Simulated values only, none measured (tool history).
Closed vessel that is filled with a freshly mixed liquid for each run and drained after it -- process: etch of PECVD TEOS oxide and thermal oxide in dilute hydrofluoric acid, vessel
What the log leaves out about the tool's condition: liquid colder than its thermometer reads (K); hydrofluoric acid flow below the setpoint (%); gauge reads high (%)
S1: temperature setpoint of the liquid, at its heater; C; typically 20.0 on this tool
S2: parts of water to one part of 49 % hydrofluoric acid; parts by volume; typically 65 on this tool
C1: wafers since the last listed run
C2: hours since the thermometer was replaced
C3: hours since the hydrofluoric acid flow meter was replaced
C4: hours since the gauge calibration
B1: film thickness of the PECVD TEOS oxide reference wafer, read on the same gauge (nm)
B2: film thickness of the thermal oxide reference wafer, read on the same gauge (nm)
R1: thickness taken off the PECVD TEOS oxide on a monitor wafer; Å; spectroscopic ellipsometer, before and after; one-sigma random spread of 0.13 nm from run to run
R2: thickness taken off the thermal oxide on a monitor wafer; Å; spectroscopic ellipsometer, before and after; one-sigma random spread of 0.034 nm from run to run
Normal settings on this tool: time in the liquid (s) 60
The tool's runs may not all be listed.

{"run": 1, "hour": 0.0, "S1": 17.0, "S2": 65, "time in the liquid (s)": 45, "C1": 0, "C2": 1759.7, "C3": 1492.7, "C4": 22.7, "B1": 140.0, "B2": 90.006, "R1": 99.9, "R2": 21.33}
{"run": 2, "hour": 9.0, "S1": 20.0, "S2": 65, "time in the liquid (s)": 60, "C1": 1307, "C2": 1768.7, "C3": 1501.7, "C4": 31.7, "B1": 140.01, "B2": 89.993, "R1": 150.3, "R2": 31.93}
{"hour": 24.6, "done": "thermometer replaced"}
{"run": 3, "hour": 25.1, "S1": 20.0, "S2": 65, "time in the liquid (s)": 60, "C1": 2192, "C2": 0.5, "C3": 1517.8, "C4": 47.8, "B1": 140.01, "B2": 90.045, "R1": 168.6, "R2": 34.48}
{"run": 4, "hour": 41.6, "S1": 20.0, "S2": 65, "time in the liquid (s)": 60, "C1": 2396, "C2": 17.0, "C3": 1534.3, "C4": 64.3, "B1": 139.98, "B2": 90.014, "R1": 166.0, "R2": 34.99}
{"run": 5, "hour": 58.2, "S1": 20.0, "S2": 65, "time in the liquid (s)": 60, "C1": 2410, "C2": 33.6, "C3": 1550.9, "C4": 80.9, "B1": 139.97, "B2": 90.024, "R1": 166.2, "R2": 34.97}
{"run": 6, "hour": 75.5, "S1": 20.0, "S2": 65, "time in the liquid (s)": 60, "C1": 2512, "C2": 50.9, "C3": 1568.2, "C4": 98.2, "B1": 140.02, "B2": 89.968, "R1": 165.8, "R2": 34.7}
{"run": 7, "hour": 90.4, "S1": 25.0, "S2": 75, "time in the liquid (s)": 40, "C1": 2163, "C2": 65.8, "C3": 1583.1, "C4": 113.1, "B1": 140.0, "B2": 89.989, "R1": 116.3, "R2": 24.08}
{"run": 8, "hour": 101.0, "S1": 17.0, "S2": 65, "time in the liquid (s)": 60, "C1": 1539, "C2": 76.4, "C3": 1593.7, "C4": 123.7, "B1": 139.95, "B2": 89.987, "R1": 145.6, "R2": 30.6}
{"hour": 108.3, "done": "hydrofluoric acid flow meter replaced"}
{"run": 9, "hour": 116.5, "S1": 17.0, "S2": 35, "time in the liquid (s)": 35, "C1": 2105, "C2": 91.9, "C3": 8.2, "C4": 139.2, "B1": 140.01, "B2": 90.018, "R1": 184.0, "R2": 37.87}
{"run": 10, "hour": 129.5, "S1": 23.0, "S2": 65, "time in the liquid (s)": 95, "C1": 1887, "C2": 104.9, "C3": 21.2, "C4": 152.2, "B1": 140.01, "B2": 90.022, "R1": 333.9, "R2": 69.23}
{"run": 11, "hour": 142.0, "S1": 20.0, "S2": 65, "time in the liquid (s)": 60, "C1": 1815, "C2": 117.4, "C3": 33.7, "C4": 164.7, "B1": 139.98, "B2": 89.987, "R1": 187.4, "R2": 38.48}
{"run": 12, "hour": 157.8, "S1": 17.0, "S2": 50, "time in the liquid (s)": 45, "C1": 2294, "C2": 133.2, "C3": 49.5, "C4": 180.5, "B1": 139.97, "B2": 90.035, "R1": 161.4, "R2": 33.85}
{"run": 13, "hour": 165.2, "S1": 23.5, "S2": 55, "time in the liquid (s)": 30, "C1": 1074, "C2": 140.6, "C3": 56.9, "C4": 187.9, "B1": 140.01, "B2": 89.988, "R1": 127.1, "R2": 26.64}
{"run": 14, "hour": 196.2, "S1": 20.0, "S2": 65, "time in the liquid (s)": 60, "C1": 4502, "C2": 171.6, "C3": 87.9, "C4": 218.9, "B1": 140.0, "B2": 90.05, "R1": 184.2, "R2": 38.85}
{"run": 15, "hour": 207.2, "S1": 17.0, "S2": 85, "time in the liquid (s)": 60, "C1": 1597, "C2": 182.6, "C3": 98.9, "C4": 229.9, "B1": 140.0, "B2": 90.028, "R1": 120.2, "R2": 25.17}
{"run": 16, "hour": 215.6, "S1": 24.0, "S2": 80, "time in the liquid (s)": 30, "C1": 1219, "C2": 191.0, "C3": 107.3, "C4": 238.3, "B1": 140.05, "B2": 89.95, "R1": 86.1, "R2": 18.13}
{"run": 17, "hour": 227.5, "S1": 22.5, "S2": 45, "time in the liquid (s)": 35, "C1": 1728, "C2": 202.9, "C3": 119.2, "C4": 250.2, "B1": 140.0, "B2": 90.006, "R1": 176.1, "R2": 36.61}
{"run": 18, "hour": 243.6, "S1": 20.0, "S2": 55, "time in the liquid (s)": 60, "C1": 2338, "C2": 219.0, "C3": 135.3, "C4": 266.3, "B1": 140.02, "B2": 89.994, "R1": 218.0, "R2": 45.59}
{"run": 19, "hour": 260.4, "S1": 20.0, "S2": 45, "time in the liquid (s)": 60, "C1": 2439, "C2": 235.8, "C3": 152.1, "C4": 283.1, "B1": 139.99, "B2": 90.014, "R1": 266.7, "R2": 56.53}
{"run": 20, "hour": 278.1, "S1": 25.0, "S2": 80, "time in the liquid (s)": 90, "C1": 2570, "C2": 253.5, "C3": 169.8, "C4": 300.8, "B1": 139.99, "B2": 89.981, "R1": 268.9, "R2": 54.99}
{"run": 21, "hour": 290.1, "S1": 20.0, "S2": 85, "time in the liquid (s)": 30, "C1": 1742, "C2": 265.5, "C3": 181.8, "C4": 312.8, "B1": 140.01, "B2": 90.011, "R1": 67.4, "R2": 14.09}
{"run": 22, "hour": 300.5, "S1": 22.0, "S2": 75, "time in the liquid (s)": 85, "C1": 1510, "C2": 275.9, "C3": 192.2, "C4": 323.2, "B1": 140.02, "B2": 89.999, "R1": 238.4, "R2": 50.3}
{"run": 23, "hour": 311.3, "S1": 22.5, "S2": 55, "time in the liquid (s)": 40, "C1": 1568, "C2": 286.7, "C3": 203.0, "C4": 334.0, "B1": 140.0, "B2": 89.984, "R1": 159.5, "R2": 33.61}
{"run": 24, "hour": 338.7, "S1": 20.0, "S2": 65, "time in the liquid (s)": 60, "C1": 3979, "C2": 314.1, "C3": 230.4, "C4": 361.4, "B1": 140.0, "B2": 89.983, "R1": 181.8, "R2": 37.51}
{"run": 25, "hour": 354.8, "S1": 17.5, "S2": 75, "time in the liquid (s)": 60, "C1": 2338, "C2": 330.2, "C3": 246.5, "C4": 377.5, "B1": 140.04, "B2": 90.005, "R1": 137.1, "R2": 29.25}
{"run": 26, "hour": 369.8, "S1": 18.0, "S2": 50, "time in the liquid (s)": 75, "C1": 2178, "C2": 345.2, "C3": 261.5, "C4": 392.5, "B1": 140.05, "B2": 90.031, "R1": 271.4, "R2": 56.99}
{"run": 27, "hour": 380.8, "S1": 18.0, "S2": 65, "time in the liquid (s)": 60, "C1": 1597, "C2": 356.2, "C3": 272.5, "C4": 403.5, "B1": 140.0, "B2": 89.989, "R1": 161.8, "R2": 34.48}

What if the next run were any one of these 3? Each begins from the tool's condition after run 27:
{"run": "A", "hour": 381.5, "S1": 20.0, "S2": 65, "time in the liquid (s)": 60, "C1": 101, "C2": 356.9, "C3": 273.2, "C4": 404.2, "B1": "?", "B2": "?", "R1": "?", "R2": "?"}
{"run": "B", "hour": 381.5, "S1": 20.0, "S2": 65, "time in the liquid (s)": 50, "C1": 101, "C2": 356.9, "C3": 273.2, "C4": 404.2, "B1": "?", "B2": "?", "R1": "?", "R2": "?"}
{"run": "C", "hour": 381.5, "S1": 17.0, "S2": 40, "time in the liquid (s)": 90, "C1": 101, "C2": 356.9, "C3": 273.2, "C4": 404.2, "B1": "?", "B2": "?", "R1": "?", "R2": "?"}

run=A B1=140.00 B2=90.009 R1=178.5 R2=37.25
run=B B1=140.00 B2=90.009 R1=148.7 R2=31.04
run=C B1=140.00 B2=90.009 R1=393.5 R2=82.14
The same runs, with their run-to-run variation unchanged, on a tool lacking any hidden condition would have given:
run=A R1=189.6 R2=39.56
run=B R1=158.0 R2=32.97
run=C R1=418.1 R2=87.27
